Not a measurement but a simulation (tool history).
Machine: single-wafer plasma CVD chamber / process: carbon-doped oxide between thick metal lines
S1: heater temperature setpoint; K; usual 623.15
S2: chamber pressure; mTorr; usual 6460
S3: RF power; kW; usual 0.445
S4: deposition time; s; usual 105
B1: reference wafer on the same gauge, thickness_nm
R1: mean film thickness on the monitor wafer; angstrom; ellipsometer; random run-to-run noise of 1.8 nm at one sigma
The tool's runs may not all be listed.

{"run": 1, "hour": 0.0, "S1": 612.15, "S2": 6460, "S3": 0.445, "S4": 105, "B1": 661.661, "R1": 5580.37}
{"hour": 29.5, "done": "RF generator calibrated"}
{"run": 2, "hour": 37.3, "S1": 623.15, "S2": 6460, "S3": 0.445, "S4": 105, "B1": 662.027, "R1": 5552.95}
{"hour": 47.8, "done": "gauge calibrated"}
{"hour": 101.2, "done": "capacitance manometer re-zeroed and calibrated"}
{"hour": 138.3, "done": "showerhead replaced"}
{"run": 3, "hour": 209.0, "S1": 623.15, "S2": 6460, "S3": 0.445, "S4": 105, "B1": 662.299, "R1": 5506.99}
{"run": 4, "hour": 251.6, "S1": 623.15, "S2": 8020, "S3": 0.485, "S4": 120, "B1": 661.931, "R1": 6867.81}
{"run": 5, "hour": 275.6, "S1": 635.15, "S2": 5590, "S3": 0.445, "S4": 105, "B1": 662.379, "R1": 5218.05}
{"run": 6, "hour": 335.8, "S1": 623.15, "S2": 6460, "S3": 0.475, "S4": 114, "B1": 661.803, "R1": 6262.01}
{"run": 7, "hour": 362.6, "S1": 628.15, "S2": 6460, "S3": 0.445, "S4": 105, "B1": 661.871, "R1": 5480.28}
{"hour": 386.5, "done": "thermocouple changed; heater temperature recalibrated"}
{"run": 8, "hour": 418.1, "S1": 623.15, "S2": 6460, "S3": 0.445, "S4": 105, "B1": 662.168, "R1": 5534.25}
{"run": 9, "hour": 446.8, "S1": 613.15, "S2": 6460, "S3": 0.445, "S4": 122, "B1": 661.973, "R1": 6522.75}
{"run": 10, "hour": 589.2, "S1": 623.15, "S2": 6460, "S3": 0.445, "S4": 112, "B1": 660.954, "R1": 5883.04}
{"run": 11, "hour": 631.9, "S1": 623.15, "S2": 7850, "S3": 0.42, "S4": 105, "B1": 662.306, "R1": 5360.17}
{"run": 12, "hour": 703.7, "S1": 623.15, "S2": 6460, "S3": 0.37, "S4": 100, "B1": 662.231, "R1": 4476.02}
{"run": 13, "hour": 834.8, "S1": 623.15, "S2": 8020, "S3": 0.485, "S4": 120, "B1": 661.938, "R1": 6827.46}
{"run": 14, "hour": 894.4, "S1": 635.15, "S2": 7330, "S3": 0.48, "S4": 105, "B1": 662.138, "R1": 5711.27}
{"run": 15, "hour": 957.2, "S1": 609.15, "S2": 6460, "S3": 0.525, "S4": 88, "B1": 662.396, "R1": 5316.9}
{"run": 16, "hour": 1026.9, "S1": 623.15, "S2": 6460, "S3": 0.39, "S4": 105, "B1": 662.415, "R1": 4887.27}
{"run": 17, "hour": 1082.8, "S1": 623.15, "S2": 6460, "S3": 0.445, "S4": 105, "B1": 661.741, "R1": 5431.73}
{"run": 18, "hour": 1186.2, "S1": 627.15, "S2": 6880, "S3": 0.445, "S4": 88, "B1": 661.733, "R1": 4558.22}
{"hour": 1225.2, "done": "RF generator calibrated"}
{"run": 19, "hour": 1251.2, "S1": 608.15, "S2": 7660, "S3": 0.365, "S4": 87, "B1": 661.887, "R1": 4074.7}
{"run": 20, "hour": 1321.4, "S1": 630.15, "S2": 6460, "S3": 0.41, "S4": 105, "B1": 662.454, "R1": 5046.38}
{"hour": 1331.0, "done": "capacitance manometer re-zeroed and calibrated"}
{"run": 21, "hour": 1366.8, "S1": 615.15, "S2": 5600, "S3": 0.475, "S4": 105, "B1": 661.607, "R1": 5763.73}
{"run": 22, "hour": 1432.8, "S1": 623.15, "S2": 6460, "S3": 0.445, "S4": 105, "B1": 661.958, "R1": 5511.42}
{"run": 23, "hour": 1495.0, "S1": 611.15, "S2": 7020, "S3": 0.475, "S4": 93, "B1": 662.68, "R1": 5329.1}
{"run": 24, "hour": 1533.2, "S1": 635.15, "S2": 7730, "S3": 0.515, "S4": 95, "B1": 662.579, "R1": 5509.01}
{"run": 25, "hour": 1560.1, "S1": 610.15, "S2": 6460, "S3": 0.445, "S4": 117, "B1": 662.24, "R1": 6342.39}
{"run": 26, "hour": 1619.1, "S1": 623.15, "S2": 6460, "S3": 0.445, "S4": 105, "B1": 662.161, "R1": 5502.06}
{"run": 27, "hour": 1657.4, "S1": 610.15, "S2": 6460, "S3": 0.445, "S4": 125, "B1": 662.159, "R1": 6736.32}

Branching from run 27: 5 alternative next runs. What would each branch give?
{"run": "A", "hour": 1657.8, "S1": 614.15, "S2": 6460, "S3": 0.445, "S4": 105, "B1": "?", "R1": "?"}
{"run": "B", "hour": 1657.8, "S1": 608.15, "S2": 6460, "S3": 0.4, "S4": 119, "B1": "?", "R1": "?"}
{"run": "C", "hour": 1657.8, "S1": 614.15, "S2": 5190, "S3": 0.445, "S4": 87, "B1": "?", "R1": "?"}
{"run": "D", "hour": 1657.8, "S1": 610.15, "S2": 6460, "S3": 0.51, "S4": 105, "B1": "?", "R1": "?"}
{"run": "E", "hour": 1657.8, "S1": 618.15, "S2": 6460, "S3": 0.445, "S4": 105, "B1": "?", "R1": "?"}

run=A B1=661.96 R1=5643.68
run=B B1=661.96 R1=5938.38
run=C B1=661.96 R1=4465.8
run=D B1=661.96 R1=6289.42
run=E B1=661.96 R1=5590.15
What these runs would have given with no unlogged condition in the tool:
run=A R1=5658.62
run=B R1=5954.1
run=C R1=4477.62
run=D R1=6303.45
run=E R1=5604.95
